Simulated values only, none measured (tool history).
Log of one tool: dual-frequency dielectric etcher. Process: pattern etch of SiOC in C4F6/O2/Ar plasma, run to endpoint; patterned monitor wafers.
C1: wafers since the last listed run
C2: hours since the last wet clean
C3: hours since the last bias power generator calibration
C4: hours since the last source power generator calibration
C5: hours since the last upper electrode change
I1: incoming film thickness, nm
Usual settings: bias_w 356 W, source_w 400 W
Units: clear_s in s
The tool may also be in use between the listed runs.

Run 1, hour 0: usual settings but source_w 370 W; C1 0; C2 0.5; C3 2418.9; C4 2477.6; C5 1682.2; I1 32.41. Result: clear_s 13.5 s.
Run 2, hour 58.6: usual settings but source_w 450 W; C1 500; C2 59.1; C3 2477.5; C4 2536.2; C5 1740.8; I1 32.33. Result: clear_s 12.5 s.
Run 3, hour 124.4: usual settings but source_w 450 W; C1 561; C2 124.9; C3 2543.3; C4 2602; C5 1806.6; I1 32.43. Result: clear_s 12.4 s.
Run 4, hour 185.9: usual settings but source_w 450 W; C1 525; C2 186.4; C3 2604.8; C4 2663.5; C5 1868.1; I1 32.41. Result: clear_s 12.3 s.
Run 5, hour 226.5: usual settings but bias_w 305 W, source_w 430 W; C1 346; C2 227; C3 2645.4; C4 2704.1; C5 1908.7; I1 32.32. Result: clear_s 13.1 s.
Run 6, hour 254.2: usual settings; C1 236; C2 254.7; C3 2673.1; C4 2731.8; C5 1936.4; I1 32.57. Result: clear_s 13 s.
Run 7, hour 284.9: usual settings but bias_w 396 W; C1 262; C2 285.4; C3 2703.8; C4 2762.5; C5 1967.1; I1 32.37. Result: clear_s 12.5 s.
Run 8, hour 325.5: usual settings but bias_w 396 W; C1 346; C2 326; C3 2744.4; C4 2803.1; C5 2007.7; I1 32.61. Result: clear_s 12.4 s.
Run 9, hour 370.5: usual settings but bias_w 396 W; C1 384; C2 371; C3 2789.4; C4 2848.1; C5 2052.7; I1 32.47. Result: clear_s 12.1 s.
Run 10, hour 402.2: usual settings; C1 270; C2 402.7; C3 2821.1; C4 2879.8; C5 2084.4; I1 32.29. Result: clear_s 12.7 s.
Run 11, hour 472: usual settings; C1 595; C2 472.5; C3 2890.9; C4 2949.6; C5 2154.2; I1 32.19. Result: clear_s 12.4 s.
Run 12, hour 520.7: usual settings but source_w 440 W; C1 415; C2 521.2; C3 2939.6; C4 2998.3; C5 2202.9; I1 32.5. Result: clear_s 12.2 s.
At hour 546.7: wet clean of the chamber.
Run 13, hour 564.7: usual settings; C1 170; C2 18; C3 2983.6; C4 3042.3; C5 2246.9; I1 32.41. Result: clear_s 13.2 s.
At hour 592.3: bias power generator calibrated.
Run 14, hour 604.9: usual settings; C1 309; C2 58.2; C3 12.6; C4 3082.5; C5 2287.1; I1 32.21. Result: clear_s 12.9 s.
Run 15, hour 640.4: usual settings but bias_w 320 W, source_w 370 W; C1 303; C2 93.7; C3 48.1; C4 3118; C5 2322.6; I1 32.36. Result: clear_s 14 s.
Run 16, hour 708.5: usual settings but source_w 380 W; C1 581; C2 161.8; C3 116.2; C4 3186.1; C5 2390.7; I1 32.63. Result: clear_s 13.3 s.
Run 17, hour 767: usual settings but source_w 380 W; C1 499; C2 220.3; C3 174.7; C4 3244.6; C5 2449.2; I1 32.37. Result: clear_s 13.1 s.
At hour 809.4: upper electrode replaced.
Run 18, hour 829.6: usual settings; C1 329; C2 282.9; C3 237.3; C4 3307.2; C5 20.2; I1 32.41. Result: clear_s 12.9 s.
Run 19, hour 896.6: usual settings but source_w 310 W; C1 571; C2 349.9; C3 304.3; C4 3374.2; C5 87.2; I1 32.31. Result: clear_s 14 s.
Run 20, hour 937: usual settings but bias_w 401 W, source_w 490 W; C1 344; C2 390.3; C3 344.7; C4 3414.6; C5 127.6; I1 32.12. Result: clear_s 11.2 s.
Run 21, hour 986.7: usual settings but bias_w 302 W, source_w 430 W; C1 424; C2 440; C3 394.4; C4 3464.3; C5 177.3; I1 32.34. Result: clear_s 13.1 s.
Run 22, hour 1015.6: usual settings but bias_w 422 W; C1 246; C2 468.9; C3 423.3; C4 3493.2; C5 206.2; I1 32.29. Result: clear_s 11.8 s.
At hour 1194.3: wet clean of the chamber.
Run 23, hour 1201.4: usual settings but bias_w 295 W, source_w 330 W; C1 1381; C2 7.1; C3 609.1; C4 3679; C5 392; I1 32.57. Result: clear_s 15.2 s.
At hour 1242.1: source power generator calibrated.
Run 24, hour 1267: usual settings but bias_w 324 W, source_w 320 W; C1 525; C2 72.7; C3 674.7; C4 24.9; C5 457.6; I1 32.46. Result: clear_s 14.7 s.
Run 25, hour 1325.8: usual settings but bias_w 391 W; C1 501; C2 131.5; C3 733.5; C4 83.7; C5 516.4; I1 32.74. Result: clear_s 12.7 s.
Run 26, hour 1383.9: usual settings but bias_w 287 W, source_w 360 W; C1 495; C2 189.6; C3 791.6; C4 141.8; C5 574.5; I1 32.56. Result: clear_s 14.8 s.
Run 27, hour 1441.9: usual settings but bias_w 292 W, source_w 480 W; C1 495; C2 247.6; C3 849.6; C4 199.8; C5 632.5; I1 32.48. Result: clear_s 13 s.
Run 28, hour 1483.5: usual settings but bias_w 298 W, source_w 440 W; C1 355; C2 289.2; C3 891.2; C4 241.4; C5 674.1; I1 32.53. Result: clear_s 13.5 s.
Run 29, hour 1542.1: usual settings but bias_w 406 W, source_w 340 W; C1 500; C2 347.8; C3 949.8; C4 300; C5 732.7; I1 32.57. Result: clear_s 13.1 s.
Run 30, hour 1608.4: usual settings but bias_w 422 W; C1 565; C2 414.1; C3 1016.1; C4 366.3; C5 799; I1 32.38. Result: clear_s 12 s.
Run 31, hour 1639.5: usual settings but bias_w 406 W, source_w 340 W; C1 265; C2 445.2; C3 1047.2; C4 397.4; C5 830.1; I1 32.36. Result: clear_s 12.9 s.
Run 32, hour 1675.2: usual settings but source_w 300 W; C1 304; C2 480.9; C3 1082.9; C4 433.1; C5 865.8; I1 32.35. Result: clear_s 14.2 s.
Run 33, hour 1706.1: usual settings; C1 263; C2 511.8; C3 1113.8; C4 464; C5 896.7; I1 32.67. Result: clear_s 12.9 s.
Run 34, hour 1751.5: usual settings but bias_w 402 W, source_w 340 W; C1 387; C2 557.2; C3 1159.2; C4 509.4; C5 942.1; I1 32.26. Result: clear_s 12.7 s.
At hour 1784: wet clean of the chamber.
Run 35, hour 1809: usual settings but bias_w 441 W, source_w 310 W; C1 285; C2 25; C3 1216.7; C4 566.9; C5 999.6; I1 32.34. Result: clear_s 13.4 s.
Run 36, hour 1852.5: usual settings; C1 371; C2 68.5; C3 1260.2; C4 610.4; C5 1043.1; I1 32.14. Result: clear_s 13.1 s.

Forecast each of these 3 alternatives for the next run:
Run A, hour 1852.9: usual settings but bias_w 439 W; C1 3; C2 68.9; C3 1260.6; C4 610.8; C5 1043.5; I1 32.27. Result: clear_s ?.
Run B, hour 1852.9: usual settings but source_w 500 W; C1 3; C2 68.9; C3 1260.6; C4 610.8; C5 1043.5; I1 32.27. Result: clear_s ?.
Run C, hour 1852.9: usual settings but bias_w 313 W, source_w 440 W; C1 3; C2 68.9; C3 1260.6; C4 610.8; C5 1043.5; I1 32.27. Result: clear_s ?.

run  clear_s
  A       12
  B       12
  C     13.2
Without the tool's hidden state the same runs would have given:
run  clear_s
  A       12
  B       12
  C     13.1

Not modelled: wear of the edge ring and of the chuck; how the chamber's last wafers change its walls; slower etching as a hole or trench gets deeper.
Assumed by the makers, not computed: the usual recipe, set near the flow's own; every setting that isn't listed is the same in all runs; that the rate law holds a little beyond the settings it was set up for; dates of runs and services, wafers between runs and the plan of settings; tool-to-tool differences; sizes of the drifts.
